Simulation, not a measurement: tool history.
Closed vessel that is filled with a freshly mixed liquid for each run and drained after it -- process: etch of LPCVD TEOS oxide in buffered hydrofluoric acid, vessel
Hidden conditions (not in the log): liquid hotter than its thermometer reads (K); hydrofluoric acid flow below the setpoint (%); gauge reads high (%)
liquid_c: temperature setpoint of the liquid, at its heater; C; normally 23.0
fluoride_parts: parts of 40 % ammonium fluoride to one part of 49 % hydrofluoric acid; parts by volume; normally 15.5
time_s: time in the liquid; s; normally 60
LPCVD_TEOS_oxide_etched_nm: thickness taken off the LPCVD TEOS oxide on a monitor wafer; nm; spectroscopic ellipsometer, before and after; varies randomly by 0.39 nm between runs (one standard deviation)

run      day  liquid_c  fluoride_parts  time_s  wafers since the last listed run  hours since the thermometer was replaced  hours since the hydrofluoric acid flow meter was replaced  hours since the gauge calibration  read-back film thickness of the LPCVD TEOS oxide reference wafer, read on the same gauge (nm)  LPCVD_TEOS_oxide_etched_nm
  1    0.000      23.0            15.5      60                                 0                                     447.3                                                     1423.7                               57.9                                                                                         149.93                      133.32
  2    3.867      23.0            15.5      60                              6840                                     540.1                                                     1516.5                              150.7                                                                                         150.01                      133.96
  3    5.600      23.0            15.5      60                              3066                                     581.7                                                     1558.1                              192.3                                                                                         149.97                      133.70
  4    9.112      23.0            15.5      60                              6213                                     666.0                                                     1642.4                              276.6                                                                                         149.99                      134.21
  5   11.817      23.0            15.5      60                              4783                                     730.9                                                     1707.3                              341.5                                                                                         149.99                      134.86
      12.675  -- thermometer replaced, repeated, since the last time left the tool worse
  6   15.104      23.0            15.5      60                              5741                                      58.3                                                     1786.2                              420.4                                                                                         150.07                      121.91
  7   19.129      23.0            15.5      60                              7120                                     154.9                                                     1882.8                              517.0                                                                                         149.96                      122.67
  8   22.833      23.0            15.5      35                              6552                                     243.8                                                     1971.7                              605.9                                                                                         149.97                       71.57
  9   26.658      19.5            15.5      30                              6766                                     335.6                                                     2063.5                              697.7                                                                                         150.02                       50.87
 10   28.429      25.5            15.5      60                              3132                                     378.1                                                     2106.0                              740.2                                                                                         149.98                      141.75
 11   31.679      24.5            21.0      90                              5749                                     456.1                                                     2184.0                              818.2                                                                                         150.04                      152.71
 12   35.521      21.0            21.5      40                              6795                                     548.3                                                     2276.2                              910.4                                                                                         149.98                       55.08
 13   37.779      25.5            18.5      30                              3994                                     602.5                                                     2330.4                              964.6                                                                                         150.00                       60.28
 14   40.304      23.0            15.5      60                              4466                                     663.1                                                     2391.0                             1025.2                                                                                         150.06                      125.81
      41.650  -- thermometer replaced
      44.175  -- hydrofluoric acid flow meter replaced
 15   44.629      26.0            21.0      60                              7503                                      71.5                                                       10.9                             1129.0                                                                                         149.97                      107.88
 16   47.800      23.0            15.5      60                              5609                                     147.6                                                       87.0                             1205.1                                                                                         150.05                      122.18
 17   53.862      23.0            15.5      70                             10724                                     293.1                                                      232.5                             1350.6                                                                                         150.03                      142.57
 18   57.404      23.0            15.5      60                              6265                                     378.1                                                      317.5                             1435.6                                                                                         150.03                      123.56
 19   61.396      24.5            15.5      30                              7061                                     473.9                                                      413.3                             1531.4                                                                                         150.01                       67.14
 20   63.092      28.0            15.5      45                              2999                                     514.6                                                      454.0                             1572.1                                                                                         150.00                      121.88
 21   66.867      23.0            12.5      60                              6677                                     605.2                                                      544.6                             1662.7                                                                                         149.97                      154.18
 22   70.671      18.0            11.5      60                              6729                                     696.5                                                      635.9                             1754.0                                                                                         149.98                      126.96
      75.429  -- thermometer replaced
 23   79.550      23.0            18.0      60                             15633                                      98.9                                                      849.0                             1967.1                                                                                         150.01                      104.64
 24   82.933      18.0            17.5      50                              5985                                     180.1                                                      930.2                             2048.3                                                                                         150.04                       67.79
 25   85.171      23.0            15.5      90                              3958                                     233.8                                                      983.9                             2102.0                                                                                         150.02                      182.68
 26   89.258      25.5            15.5      60                              7230                                     331.9                                                     1082.0                             2200.1                                                                                         150.01                      140.38
 27   92.308      19.5            15.5      60                              5395                                     405.1                                                     1155.2                             2273.3                                                                                         150.03                      101.23
 28   95.304      18.5            15.5      60                              5299                                     477.0                                                     1227.1                             2345.2                                                                                         150.03                       96.82
 29   98.388      26.5            15.5      60                              5454                                     551.0                                                     1301.1                             2419.2                                                                                         149.99                      149.44
 30  101.608      20.5            15.5      35                              5697                                     628.3                                                     1378.4                             2496.5                                                                                         149.98                       63.49
     103.392  -- thermometer replaced
 31  103.808      27.0            13.5      70                              3818                                      10.0                                                     1431.2                             2549.3                                                                                         149.98                      201.58

5 ways to go on from here, each from the tool as it stands after run 31. What would each give?
  A  103.838      23.0            15.5      60                                51                                      10.7                                                     1431.9                             2550.0                                                                                              ?                           ?
  B  103.838      19.0            18.5      50                                51                                      10.7                                                     1431.9                             2550.0                                                                                              ?                           ?
  C  103.838      21.5            15.5      75                                51                                      10.7                                                     1431.9                             2550.0                                                                                              ?                           ?
  D  103.838      19.5            17.0      45                                51                                      10.7                                                     1431.9                             2550.0                                                                                              ?                           ?
  E  103.838      21.5            15.5      60                                51                                      10.7                                                     1431.9                             2550.0                                                                                              ?                           ?

run  read-back film thickness of the LPCVD TEOS oxide reference wafer, read on the same gauge (nm)  LPCVD_TEOS_oxide_etched_nm
  A                                                                                         150.01                      121.33
  B                                                                                         150.01                       67.97
  C                                                                                         150.01                      139.61
  D                                                                                         150.01                       68.40
  E                                                                                         150.01                      111.69
Had the tool no hidden state, the same runs would have come out as:
run  LPCVD_TEOS_oxide_etched_nm
  A                      120.20
  B                       67.32
  C                      138.30
  D                       67.75
  E                      110.64
